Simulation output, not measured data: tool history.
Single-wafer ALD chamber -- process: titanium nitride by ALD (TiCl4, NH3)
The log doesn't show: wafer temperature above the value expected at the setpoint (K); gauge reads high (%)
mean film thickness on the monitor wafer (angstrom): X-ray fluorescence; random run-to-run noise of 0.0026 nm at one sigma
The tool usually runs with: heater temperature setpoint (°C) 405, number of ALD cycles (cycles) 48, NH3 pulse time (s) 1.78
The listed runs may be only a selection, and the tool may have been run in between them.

run,hour,heater temperature setpoint (°C),number of ALD cycles (cycles),NH3 pulse time (s),wafers since the last listed run,hours since the last thermocouple change,hours since the showerhead was replaced,hours since the gauge calibration,"read-back reference wafer on the same gauge, thickness_nm",mean film thickness on the monitor wafer (angstrom)
1,0.0,405,48,1.78,0,1061.8,6844.2,10.6,1.080,10.35
2,6.1,405,48,1.78,30,1067.9,6850.3,16.7,1.081,10.38
3,19.6,405,48,1.78,66,1081.4,6863.8,30.2,1.081,10.35
4,27.1,405,48,1.78,36,1088.9,6871.3,37.7,1.080,10.36
5,43.5,405,44,1.78,80,1105.3,6887.7,54.1,1.081,9.49
6,57.7,405,44,1.78,69,1119.5,6901.9,68.3,1.080,9.45
# hour 77.6: showerhead replaced
7,78.1,408,48,1.78,61,1139.9,0.5,88.7,1.080,10.36
# hour 87.0: thermocouple changed; heater temperature recalibrated
8,87.5,405,48,1.78,6,0.5,9.9,98.1,1.080,10.28
9,103.3,413,48,1.38,77,16.3,25.7,113.9,1.079,10.30
10,120.2,405,48,1.78,83,33.2,42.6,130.8,1.079,10.31
# hour 125.3: gauge calibrated
11,135.8,405,48,1.23,76,48.8,58.2,10.5,1.080,10.20
12,150.6,417,48,1.78,72,63.6,73.0,25.3,1.080,10.38
13,160.7,405,44,1.78,49,73.7,83.1,35.4,1.079,9.45
14,177.0,405,48,1.96,80,90.0,99.4,51.7,1.080,10.43
15,187.4,416,54,1.78,51,100.4,109.8,62.1,1.081,11.68
16,195.9,405,56,1.78,41,108.9,118.3,70.6,1.080,12.06
17,204.7,405,55,1.78,43,117.7,127.1,79.4,1.080,11.80

Below are 3 alternative next runs, each starting from the tool's condition after run 17. Predict each:
A,205.2,405,48,1.78,2,118.2,127.6,79.9,?,?
B,205.2,396,51,1.78,2,118.2,127.6,79.9,?,?
C,205.2,401,48,1.43,2,118.2,127.6,79.9,?,?

run,"read-back reference wafer on the same gauge, thickness_nm",mean film thickness on the monitor wafer (angstrom)
A,1.080,10.34
B,1.080,10.91
C,1.080,10.21
Had the tool no hidden state, the same runs would have come out as:
run,mean film thickness on the monitor wafer (angstrom)
A,10.34
B,10.91
C,10.21

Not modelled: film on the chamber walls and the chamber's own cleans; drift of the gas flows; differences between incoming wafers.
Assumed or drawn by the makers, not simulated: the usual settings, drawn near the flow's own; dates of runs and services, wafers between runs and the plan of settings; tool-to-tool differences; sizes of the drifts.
